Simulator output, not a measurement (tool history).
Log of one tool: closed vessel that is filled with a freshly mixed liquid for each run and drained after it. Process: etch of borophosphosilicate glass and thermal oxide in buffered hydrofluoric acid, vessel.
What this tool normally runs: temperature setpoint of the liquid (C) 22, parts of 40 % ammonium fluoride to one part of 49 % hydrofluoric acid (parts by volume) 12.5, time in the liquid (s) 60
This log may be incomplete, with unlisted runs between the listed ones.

run,hour,temperature setpoint of the liquid (C),parts of 40 % ammonium fluoride to one part of 49 % hydrofluoric acid (parts by volume),time in the liquid (s),"read-back film thickness of the borophosphosilicate glass reference wafer, read on the same gauge (nm)","read-back film thickness of the thermal oxide reference wafer, read on the same gauge (nm)",thickness taken off the borophosphosilicate glass on a monitor wafer (Å),thickness taken off the thermal oxide on a monitor wafer (Å)
1,0,22,12.5,60,150.01,140.01,717.4,516.1
2,69.6,22,12.5,60,150.01,140.01,710.7,517.5
3,111.1,22,12.5,60,149.99,139.99,709.3,515.4
4,148,22,12.5,60,150,139.99,709.6,516.9
5,192.9,22,12.5,60,149.98,139.99,707.7,513.1
6,260.3,22,12.5,60,150.03,139.99,706.1,512.4
7,299.9,17.5,9,60,150.04,139.99,748,538.9
8,364,19.5,8,80,150,140.01,1234.2,893.9
9,399.3,22,12.5,60,149.99,139.99,709.4,509.9
10,454.7,22,8.5,60,150.04,140,989,719.9
11,502,19,9.5,85,149.98,139.99,1102.9,799
12,558.3,23.5,12.5,45,150.02,139.97,570.7,412.6
13,610.2,20,8.5,60,149.96,139.98,923.1,671.2
14,679.3,22,9,60,149.94,140,973.4,702
15,727.2,18,8.5,80,150.01,140.02,1104.7,797.3
16,785.4,22,9,60,150,139.99,970.2,701.2
17,814.2,22,9,60,149.97,140.01,964,700.4
18,852.2,23.5,9,60,150.01,139.98,1048.5,768.2
19,909.7,17.5,15,30,149.99,139.99,234.5,169.8
20,943.5,17.5,15,30,149.94,139.99,235,170.6
21,1071.4,17.5,14.5,80,150,140,642.6,466.3
22,1095.5,18.5,12.5,60,149.98,139.99,591.3,429.9
23,1132.5,17.5,12.5,70,149.96,139.99,654.1,473.4
24,1158.4,22,12.5,60,149.98,139.98,713.6,520.5

Not shown here: 2 entries made in the log between runs. Locate each between two listed runs and compare the hidden state at the listed run before it with the hidden state at the listed run after it:
In the gap between runs 10 and 11: thermometer replaced (hour 471.6)
  hydrofluoric acid flow below the setpoint (%): 4.67 -> 4.81
  difference, measured minus the result without the unlogged condition, thickness taken off the borophosphosilicate glass on a monitor wafer (Å): -53.3 -> -35.4; thickness taken off the thermal oxide on a monitor wafer (Å): -38.5 -> -25.3
In the gap between runs 12 and 13: hydrofluoric acid flow meter replaced (hour 601.9)
  hydrofluoric acid flow below the setpoint (%): 4.98 -> 1.04
  difference, measured minus the result without the unlogged condition, thickness taken off the borophosphosilicate glass on a monitor wafer (Å): -29.4 -> -10.6; thickness taken off the thermal oxide on a monitor wafer (Å): -21.2 -> -7.7

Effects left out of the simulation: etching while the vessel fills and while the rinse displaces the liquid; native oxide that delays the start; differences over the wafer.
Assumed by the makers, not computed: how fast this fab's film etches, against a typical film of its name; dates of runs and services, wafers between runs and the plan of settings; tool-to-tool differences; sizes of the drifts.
